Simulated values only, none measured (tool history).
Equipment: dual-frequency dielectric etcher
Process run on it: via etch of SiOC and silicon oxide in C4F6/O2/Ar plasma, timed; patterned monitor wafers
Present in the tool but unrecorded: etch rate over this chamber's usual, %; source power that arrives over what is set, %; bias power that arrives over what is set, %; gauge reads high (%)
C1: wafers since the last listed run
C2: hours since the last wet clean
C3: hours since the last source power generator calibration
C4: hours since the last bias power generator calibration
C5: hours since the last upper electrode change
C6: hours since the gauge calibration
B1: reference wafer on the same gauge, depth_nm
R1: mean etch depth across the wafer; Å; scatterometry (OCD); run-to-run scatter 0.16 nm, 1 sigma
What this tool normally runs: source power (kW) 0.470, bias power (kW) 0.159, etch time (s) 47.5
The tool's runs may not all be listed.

run 1 hour=0.0 | source_power_(kW)=0.510 bias_power_(kW)=0.159 etch_time_(s)=47.5 | C1=0 C2=66.1 C3=14.0 C4=2145.2 C5=4983.6 C6=602.1 | B1=58.6 | R1=513
run 2 hour=30.9 | source_power_(kW)=0.510 bias_power_(kW)=0.159 etch_time_(s)=47.5 | C1=343 C2=97.0 C3=44.9 C4=2176.1 C5=5014.5 C6=633.0 | B1=58.6 | R1=513
run 3 hour=45.9 | source_power_(kW)=0.510 bias_power_(kW)=0.159 etch_time_(s)=47.5 | C1=166 C2=112.0 C3=59.9 C4=2191.1 C5=5029.5 C6=648.0 | B1=58.6 | R1=516
run 4 hour=74.2 | source_power_(kW)=0.470 bias_power_(kW)=0.159 etch_time_(s)=47.5 | C1=314 C2=140.3 C3=88.2 C4=2219.4 C5=5057.8 C6=676.3 | B1=58.6 | R1=494
run 5 hour=102.0 | source_power_(kW)=0.470 bias_power_(kW)=0.159 etch_time_(s)=47.5 | C1=308 C2=168.1 C3=116.0 C4=2247.2 C5=5085.6 C6=704.1 | B1=58.6 | R1=492
run 6 hour=125.1 | source_power_(kW)=0.470 bias_power_(kW)=0.159 etch_time_(s)=47.5 | C1=256 C2=191.2 C3=139.1 C4=2270.3 C5=5108.7 C6=727.2 | B1=58.6 | R1=494
run 7 hour=148.5 | source_power_(kW)=0.520 bias_power_(kW)=0.159 etch_time_(s)=44.0 | C1=259 C2=214.6 C3=162.5 C4=2293.7 C5=5132.1 C6=750.6 | B1=58.6 | R1=479
run 8 hour=164.4 | source_power_(kW)=0.540 bias_power_(kW)=0.159 etch_time_(s)=47.5 | C1=176 C2=230.5 C3=178.4 C4=2309.6 C5=5148.0 C6=766.5 | B1=58.6 | R1=527
run 9 hour=197.7 | source_power_(kW)=0.470 bias_power_(kW)=0.159 etch_time_(s)=43.0 | C1=369 C2=263.8 C3=211.7 C4=2342.9 C5=5181.3 C6=799.8 | B1=58.6 | R1=446
-- hour=243.0 upper electrode replaced
run 10 hour=243.5 | source_power_(kW)=0.470 bias_power_(kW)=0.159 etch_time_(s)=47.5 | C1=242 C2=309.6 C3=257.5 C4=2388.7 C5=0.5 C6=845.6 | B1=58.6 | R1=492
run 11 hour=257.2 | source_power_(kW)=0.570 bias_power_(kW)=0.194 etch_time_(s)=36.0 | C1=152 C2=323.3 C3=271.2 C4=2402.4 C5=14.2 C6=859.3 | B1=58.6 | R1=428
run 12 hour=288.6 | source_power_(kW)=0.470 bias_power_(kW)=0.159 etch_time_(s)=47.5 | C1=348 C2=354.7 C3=302.6 C4=2433.8 C5=45.6 C6=890.7 | B1=58.6 | R1=493
run 13 hour=311.4 | source_power_(kW)=0.570 bias_power_(kW)=0.125 etch_time_(s)=47.5 | C1=253 C2=377.5 C3=325.4 C4=2456.6 C5=68.4 C6=913.5 | B1=58.6 | R1=508
-- hour=324.1 gauge calibrated
run 14 hour=332.0 | source_power_(kW)=0.500 bias_power_(kW)=0.148 etch_time_(s)=47.5 | C1=228 C2=398.1 C3=346.0 C4=2477.2 C5=89.0 C6=7.9 | B1=58.6 | R1=499
run 15 hour=363.7 | source_power_(kW)=0.370 bias_power_(kW)=0.127 etch_time_(s)=44.0 | C1=352 C2=429.8 C3=377.7 C4=2508.9 C5=120.7 C6=39.6 | B1=58.6 | R1=385
run 16 hour=390.8 | source_power_(kW)=0.470 bias_power_(kW)=0.159 etch_time_(s)=58.0 | C1=300 C2=456.9 C3=404.8 C4=2536.0 C5=147.8 C6=66.7 | B1=58.6 | R1=601
run 17 hour=404.2 | source_power_(kW)=0.470 bias_power_(kW)=0.159 etch_time_(s)=47.5 | C1=148 C2=470.3 C3=418.2 C4=2549.4 C5=161.2 C6=80.1 | B1=58.6 | R1=491
-- hour=411.5 bias power generator calibrated
run 18 hour=417.0 | source_power_(kW)=0.470 bias_power_(kW)=0.196 etch_time_(s)=43.5 | C1=97 C2=483.1 C3=431.0 C4=5.5 C5=174.0 C6=92.9 | B1=58.6 | R1=473
run 19 hour=450.7 | source_power_(kW)=0.570 bias_power_(kW)=0.194 etch_time_(s)=36.0 | C1=374 C2=516.8 C3=464.7 C4=39.2 C5=207.7 C6=126.6 | B1=58.6 | R1=424
run 20 hour=470.7 | source_power_(kW)=0.420 bias_power_(kW)=0.122 etch_time_(s)=47.5 | C1=222 C2=536.8 C3=484.7 C4=59.2 C5=227.7 C6=146.6 | B1=58.6 | R1=438
run 21 hour=487.1 | source_power_(kW)=0.360 bias_power_(kW)=0.159 etch_time_(s)=47.5 | C1=182 C2=553.2 C3=501.1 C4=75.6 C5=244.1 C6=163.0 | B1=58.6 | R1=432
-- hour=515.9 wet clean of the chamber
run 22 hour=516.4 | source_power_(kW)=0.430 bias_power_(kW)=0.148 etch_time_(s)=47.5 | C1=58 C2=0.5 C3=530.4 C4=104.9 C5=273.4 C6=192.3 | B1=58.6 | R1=474
run 23 hour=541.4 | source_power_(kW)=0.470 bias_power_(kW)=0.159 etch_time_(s)=55.0 | C1=277 C2=25.5 C3=555.4 C4=129.9 C5=298.4 C6=217.3 | B1=58.6 | R1=582
run 24 hour=560.4 | source_power_(kW)=0.470 bias_power_(kW)=0.159 etch_time_(s)=47.5 | C1=211 C2=44.5 C3=574.4 C4=148.9 C5=317.4 C6=236.3 | B1=58.6 | R1=499
run 25 hour=578.0 | source_power_(kW)=0.360 bias_power_(kW)=0.185 etch_time_(s)=56.0 | C1=195 C2=62.1 C3=592.0 C4=166.5 C5=335.0 C6=253.9 | B1=58.6 | R1=540
run 26 hour=597.8 | source_power_(kW)=0.390 bias_power_(kW)=0.127 etch_time_(s)=42.0 | C1=219 C2=81.9 C3=611.8 C4=186.3 C5=354.8 C6=273.7 | B1=58.6 | R1=384
run 27 hour=632.9 | source_power_(kW)=0.570 bias_power_(kW)=0.171 etch_time_(s)=40.5 | C1=389 C2=117.0 C3=646.9 C4=221.4 C5=389.9 C6=308.8 | B1=58.6 | R1=471
run 28 hour=664.4 | source_power_(kW)=0.470 bias_power_(kW)=0.122 etch_time_(s)=42.5 | C1=349 C2=148.5 C3=678.4 C4=252.9 C5=421.4 C6=340.3 | B1=58.6 | R1=422
run 29 hour=697.8 | source_power_(kW)=0.540 bias_power_(kW)=0.140 etch_time_(s)=39.5 | C1=370 C2=181.9 C3=711.8 C4=286.3 C5=454.8 C6=373.7 | B1=58.6 | R1=432
run 30 hour=713.2 | source_power_(kW)=0.470 bias_power_(kW)=0.159 etch_time_(s)=55.5 | C1=171 C2=197.3 C3=727.2 C4=301.7 C5=470.2 C6=389.1 | B1=58.6 | R1=584

For each entry between runs, how does the tool's hidden state at the last listed run before it compare with that at the first listed run after it?
Run 9 -> run 10: upper electrode replaced (hour 243.0)
  etch rate over this chamber's usual, %: -1.21 -> -1.35; source power that arrives over what is set, %: 0.406 -> 0.55
  measured result minus the result with no hidden state, R1: -5 -> -5 Å
Run 13 -> run 14: gauge calibrated (hour 324.1)
  etch rate over this chamber's usual, %: -1.56 -> -1.63; source power that arrives over what is set, %: 0.763 -> 0.828
  measured result minus the result with no hidden state, R1: -6 -> -6 Å
Run 17 -> run 18: bias power generator calibrated (hour 411.5)
  etch rate over this chamber's usual, %: -1.85 -> -1.89; source power that arrives over what is set, %: 1.05 -> 1.1
  measured result minus the result with no hidden state, R1: -7 -> -6 Å
Run 21 -> run 22: wet clean of the chamber (hour 515.9)
  etch rate over this chamber's usual, %: -2.11 -> -0.109; source power that arrives over what is set, %: 1.32 -> 1.41
  measured result minus the result with no hidden state, R1: -7 -> +2 Å

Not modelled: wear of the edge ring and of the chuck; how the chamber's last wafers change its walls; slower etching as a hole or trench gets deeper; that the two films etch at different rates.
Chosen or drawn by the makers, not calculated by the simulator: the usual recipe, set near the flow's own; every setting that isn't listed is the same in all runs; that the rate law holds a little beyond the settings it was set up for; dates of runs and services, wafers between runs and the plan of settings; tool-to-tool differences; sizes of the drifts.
